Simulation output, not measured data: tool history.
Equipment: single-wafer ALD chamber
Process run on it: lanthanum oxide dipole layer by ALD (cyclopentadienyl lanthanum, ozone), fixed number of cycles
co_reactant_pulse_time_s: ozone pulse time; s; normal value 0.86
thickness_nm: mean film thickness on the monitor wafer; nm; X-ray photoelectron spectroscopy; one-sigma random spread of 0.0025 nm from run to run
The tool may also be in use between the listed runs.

run	day	co_reactant_pulse_time_s	wafers since the last listed run	hours since the last thermocouple change	hours since the last ozone generator service	hours since the showerhead was replaced	hours since the gauge calibration	read-back reference wafer on the same gauge, thickness_nm	thickness_nm
1	0	0.86	0	1768.4	822	4099.5	97.9	0.363	0.434
2	0.546	0.86	170	1781.5	835.1	4112.6	111	0.361	0.435
3	1.842	0.86	405	1812.6	866.2	4143.7	142.1	0.362	0.436
4	2.729	0.71	277	1833.9	887.5	4165	163.4	0.362	0.386
5	3.292	0.86	176	1847.4	901	4178.5	176.9	0.361	0.433
6	3.821	0.86	165	1860.1	913.7	4191.2	189.6	0.362	0.429
# day 7.579: gauge calibrated
7	7.588	0.86	1179	1950.5	1004.1	4281.6	0.2	0.363	0.43
8	8.204	0.86	193	1965.3	1018.9	4296.4	15	0.362	0.44
9	8.992	0.86	246	1984.2	1037.8	4315.3	33.9	0.362	0.436
10	11.096	0.86	658	2034.7	1088.3	4365.8	84.4	0.362	0.431
# day 12.008: thermocouple changed; heater temperature recalibrated
11	12.375	0.86	296	8.8	1119	4396.5	115.1	0.363	0.433
12	13.821	0.86	452	43.5	1153.7	4431.2	149.8	0.362	0.435
# day 14.479: showerhead replaced
# day 14.729: ozone generator serviced
13	14.75	1.15	108	65.8	0.5	6.5	172.1	0.362	0.486
14	15.112	0.7	113	74.5	9.2	15.2	180.8	0.362	0.378
15	15.992	0.52	275	95.6	30.3	36.3	201.9	0.362	0.283
16	17.45	0.86	456	130.6	65.3	71.3	236.9	0.362	0.431
17	18.712	0.86	395	160.9	95.6	101.6	267.2	0.363	0.438
# day 19.283: gauge calibrated
18	19.517	0.86	251	180.2	114.9	120.9	5.6	0.363	0.433
19	20.583	0.72	333	205.8	140.5	146.5	31.2	0.362	0.394
20	21.142	0.6	174	219.2	153.9	159.9	44.6	0.362	0.331
21	21.696	1.01	173	232.5	167.2	173.2	57.9	0.361	0.468
22	22.542	1.18	264	252.8	187.5	193.5	78.2	0.361	0.486
23	23.112	1.11	178	266.5	201.2	207.2	91.9	0.362	0.482
24	24.021	0.64	284	288.3	223	229	113.7	0.362	0.353

The tool's hidden state at each run:
wafer temperature above the value expected at the setpoint (K): 0, the same for each run
ozone dose above that of a generator just serviced (%): 0, the same for each run
gauge reads high (%): 0, the same for each run

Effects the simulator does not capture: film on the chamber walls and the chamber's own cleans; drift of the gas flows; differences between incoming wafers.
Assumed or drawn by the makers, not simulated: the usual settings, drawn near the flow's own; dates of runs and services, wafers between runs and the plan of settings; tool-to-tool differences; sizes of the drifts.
